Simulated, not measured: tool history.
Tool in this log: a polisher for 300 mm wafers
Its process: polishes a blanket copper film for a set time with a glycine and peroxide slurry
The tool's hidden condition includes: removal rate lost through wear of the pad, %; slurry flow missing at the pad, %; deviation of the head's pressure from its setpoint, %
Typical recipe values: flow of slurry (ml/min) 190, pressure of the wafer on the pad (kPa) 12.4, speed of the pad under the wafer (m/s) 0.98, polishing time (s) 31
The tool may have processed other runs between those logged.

run    hour  flow of slurry (ml/min)  pressure of the wafer on the pad (kPa)  speed of the pad under the wafer (m/s)  polishing time (s)  wafers since the last listed run  wafers polished on this pad  hours since the slurry nozzle was cleaned  hours since the head pressure was calibrated  incoming thickness of the incoming film, nm  film removed (nm)
  1     0.0                      190                                    12.4                                    0.98                  31                                 0                         1053                                      637.8                                        1031.9                                       1792.4              136.3
       38.2  -- slurry nozzle cleaned
  2    72.1                      190                                    12.4                                    0.98                  31                               863                         1916                                       33.9                                        1104.0                                       1822.8              136.4
  3   177.1                      190                                    12.4                                    0.98                  31                              1274                         3191                                      138.9                                        1209.0                                       1811.3              132.6
      195.3  -- head pressure recalibrated
  4   250.4                      190                                    12.4                                    0.98                  31                               865                         4056                                      212.2                                          55.1                                       1824.8              132.2
  5   294.7                      190                                    12.4                                    0.98                  31                               537                         4594                                      256.5                                          99.4                                       1803.1              131.8
  6   386.5                      190                                    10.3                                    0.98                  31                              1114                         5708                                      348.3                                         191.2                                       1801.4              114.0
  7   516.9                      190                                    12.4                                    0.98                  31                              1582                         7291                                      478.7                                         321.6                                       1815.0              129.4
  8   576.4                      190                                    12.4                                    0.98                  31                               722                         8013                                      538.2                                         381.1                                       1832.5              130.4
      587.0  -- worn pad replaced by a new one
  9   623.8                      190                                    14.5                                    0.98                  31                               526                          447                                      585.6                                         428.5                                       1776.1              151.8
      628.0  -- slurry nozzle cleaned
 10   724.7                      190                                    11.0                                    0.98                  31                              1212                         1659                                       96.7                                         529.4                                       1806.8              124.2
 11   775.0                      190                                    11.0                                    0.98                  31                               610                         2270                                      147.0                                         579.7                                       1817.9              122.6
 12  1088.1                      190                                    12.4                                    0.90                  31                              3800                         6070                                      460.1                                         892.8                                       1783.2              123.3
 13  1127.8                      190                                    12.4                                    0.98                  31                               481                         6552                                      499.8                                         932.5                                       1801.9              127.2
 14  1185.6                      190                                    12.4                                    0.98                  31                               701                         7254                                      557.6                                         990.3                                       1837.6              129.1
     1197.2  -- slurry nozzle cleaned
     1206.1  -- worn pad replaced by a new one
     1213.3  -- head pressure recalibrated
 15  1284.2                      190                                    12.4                                    0.98                  35                              1111                          924                                       87.0                                          70.9                                       1835.1              154.4
 16  1360.8                      190                                    12.4                                    0.98                  40                               929                         1854                                      163.6                                         147.5                                       1797.2              172.5
 17  1466.6                      235                                    15.2                                    0.72                  24                              1284                         3138                                      269.4                                         253.3                                       1809.4              103.7
 18  1654.8                      205                                     9.7                                    1.20                  41                              2284                         5422                                      457.6                                         441.5                                       1789.7              167.2
 19  1729.4                      190                                    12.4                                    1.24                  31                               905                         6328                                      532.2                                         516.1                                       1804.8              148.9
 20  1818.4                      140                                    10.3                                    0.98                  38                              1080                         7408                                      621.2                                         605.1                                       1795.0              130.8
     1824.6  -- slurry nozzle cleaned
 21  1925.1                      150                                     9.7                                    0.98                  31                              1283                         8691                                      100.5                                         711.8                                       1816.7              106.3
     1958.3  -- worn pad replaced by a new one
 22  2029.4                      190                                    12.4                                    0.98                  31                              1217                          862                                      204.8                                         816.1                                       1790.1              133.7
 23  2112.1                      125                                    12.4                                    0.98                  36                              1003                         1866                                      287.5                                         898.8                                       1772.8              143.5
 24  2166.4                      140                                    12.4                                    1.08                  31                               659                         2525                                      341.8                                         953.1                                       1793.8              133.1
 25  2228.6                      190                                    12.4                                    0.98                  31                               755                         3280                                      404.0                                        1015.3                                       1765.4              130.1
     2251.1  -- head pressure recalibrated
 26  2269.7                      190                                    12.4                                    0.98                  31                               474                         3755                                      445.1                                          18.6                                       1798.3              130.1
 27  2342.6                      165                                     9.0                                    0.66                  38                               884                         4640                                      518.0                                          91.5                                       1788.9              105.9
 28  2432.5                      190                                    13.8                                    0.98                  31                              1091                         5731                                      607.9                                         181.4                                       1779.6              142.2
 29  2536.8                      190                                    12.4                                    0.98                  31                              1266                         6997                                      712.2                                         285.7                                       1762.7              130.7
     2541.3  -- slurry nozzle cleaned
     2572.5  -- worn pad replaced by a new one
 30  2611.9                      190                                    10.3                                    0.98                  26                               850                          477                                       70.6                                         360.8                                       1828.7              102.4
 31  2662.1                      210                                    12.4                                    1.32                  40                               609                         1087                                      120.8                                         411.0                                       1808.0              210.2
 32  2744.2                      190                                    12.4                                    0.98                  31                               996                         2083                                      202.9                                         493.1                                       1825.5              132.6
 33  2820.9                      215                                    12.4                                    0.98                  22                               931                         3014                                      279.6                                         569.8                                       1786.3               95.0
 34  2895.0                      190                                    14.5                                    0.78                  31                               899                         3914                                      353.7                                         643.9                                       1814.5              128.3
 35  2984.7                      175                                    11.0                                    0.98                  31                              1088                         5003                                      443.4                                         733.6                                       1804.3              119.2
 36  3033.5                      215                                    12.4                                    0.98                  31                               592                         5595                                      492.2                                         782.4                                       1790.9              132.9

5 options for the next run, each taken on its own from the tool as it stands now. Forecast them:
  A  3033.9                      130                                    12.4                                    0.98                  31                                 4                         5600                                      492.6                                         782.8                                       1791.0                  ?
  B  3033.9                      190                                    13.8                                    0.64                  27                                 4                         5600                                      492.6                                         782.8                                       1791.0                  ?
  C  3033.9                      165                                    11.0                                    0.76                  39                                 4                         5600                                      492.6                                         782.8                                       1791.0                  ?
  D  3033.9                      150                                    12.4                                    0.98                  31                                 4                         5600                                      492.6                                         782.8                                       1791.0                  ?
  E  3033.9                      210                                    10.3                                    0.84                  22                                 4                         5600                                      492.6                                         782.8                                       1791.0                  ?

run  film removed (nm)
  A              120.4
  B               98.7
  C              130.8
  D              124.2
  E               77.1
Without the tool's unlogged condition, the same runs would have read:
run  film removed (nm)
  A              126.2
  B              103.5
  C              137.1
  D              130.3
  E               80.9
